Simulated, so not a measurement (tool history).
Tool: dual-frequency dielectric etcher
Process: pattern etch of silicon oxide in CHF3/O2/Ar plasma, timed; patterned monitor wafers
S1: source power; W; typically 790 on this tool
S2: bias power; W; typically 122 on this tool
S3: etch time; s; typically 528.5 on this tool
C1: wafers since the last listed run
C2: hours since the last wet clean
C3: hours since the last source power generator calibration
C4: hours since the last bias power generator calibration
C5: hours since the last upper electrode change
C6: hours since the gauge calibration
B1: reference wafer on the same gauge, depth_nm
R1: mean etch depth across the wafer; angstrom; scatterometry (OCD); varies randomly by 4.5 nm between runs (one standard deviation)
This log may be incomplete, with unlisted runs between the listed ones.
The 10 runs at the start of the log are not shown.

run     day   S1   S2     S3  C1     C2      C3     C4     C5     C6      B1     R1
 11   4.846  860  102  382.0  51   41.9  1770.7  184.3  117.3  536.1  1203.3   7520
 12   5.138  630  102  528.5  29   48.9  1777.7  191.3  124.3  543.1  1198.9   8564
 13   5.775  660  110  626.5  64   64.2  1793.0  206.6  139.6  558.4  1200.4  10508
 14   6.338  950   93  528.5  56   77.7  1806.5  220.1  153.1  571.9  1201.1  10839
 15   6.867  790  122  528.5  53   90.4  1819.2  232.8  165.8  584.6  1201.7  10390
 16   7.358  790  122  468.0  49  102.2  1831.0  244.6  177.6  596.4  1200.9   9093
      8.208  -- source power generator calibrated
 17   8.229  980  122  528.5  70  123.1     0.5  265.5  198.5  617.3  1199.8  11758
 18   8.621  790  122  471.5  39  132.5     9.9  274.9  207.9  626.7  1199.9   9243
      8.858  -- gauge calibrated
 19   9.025  660  137  528.5  40  142.2    19.6  284.6  217.6    4.0  1198.5   9502
 20   9.596  790  103  528.5  57  155.9    33.3  298.3  231.3   17.7  1201.2   9840
 21   9.988  790  122  528.5  39  165.3    42.7  307.7  240.7   27.1  1199.3  10322
 22  10.354  910  122  528.5  36  174.1    51.5  316.5  249.5   35.9  1201.3  11263
 23  10.938  850  133  528.5  58  188.1    65.5  330.5  263.5   49.9  1200.3  11071
 24  11.421  920  122  570.0  48  199.7    77.1  342.1  275.1   61.5  1200.4  12263
 25  11.679  680  143  484.5  25  205.9    83.3  348.3  281.3   67.7  1201.4   8955
 26  12.267  660  111  664.5  58  220.0    97.4  362.4  295.4   81.8  1201.4  11111
 27  12.646  600  113  461.0  38  229.1   106.5  371.5  304.5   90.9  1199.9   7280
 28  12.962  790  106  528.5  31  236.7   114.1  379.1  312.1   98.5  1200.3   9935
 29  13.379  920  122  570.0  41  246.7   124.1  389.1  322.1  108.5  1199.8  12155
 30  13.729  850  145  474.5  35  255.1   132.5  397.5  330.5  116.9  1200.0  10211

What if the next run were any one of these 4? Each begins from the tool's condition after run 30:
  A  13.754  790  136  528.5   2  255.7  133.1  398.1  331.1  117.5   ?   ?
  B  13.754  680  122  528.5   2  255.7  133.1  398.1  331.1  117.5   ?   ?
  C  13.754  900  152  399.0   2  255.7  133.1  398.1  331.1  117.5   ?   ?
  D  13.754  940   97  528.5   2  255.7  133.1  398.1  331.1  117.5   ?   ?

run      B1     R1
  A  1200.9  10621
  B  1200.9   9336
  C  1200.9   8952
  D  1200.9  10804
With the hidden condition removed and each run's random variation left untouched, the same runs would have given:
run     R1
  A  10687
  B   9394
  C   9008
  D  10871
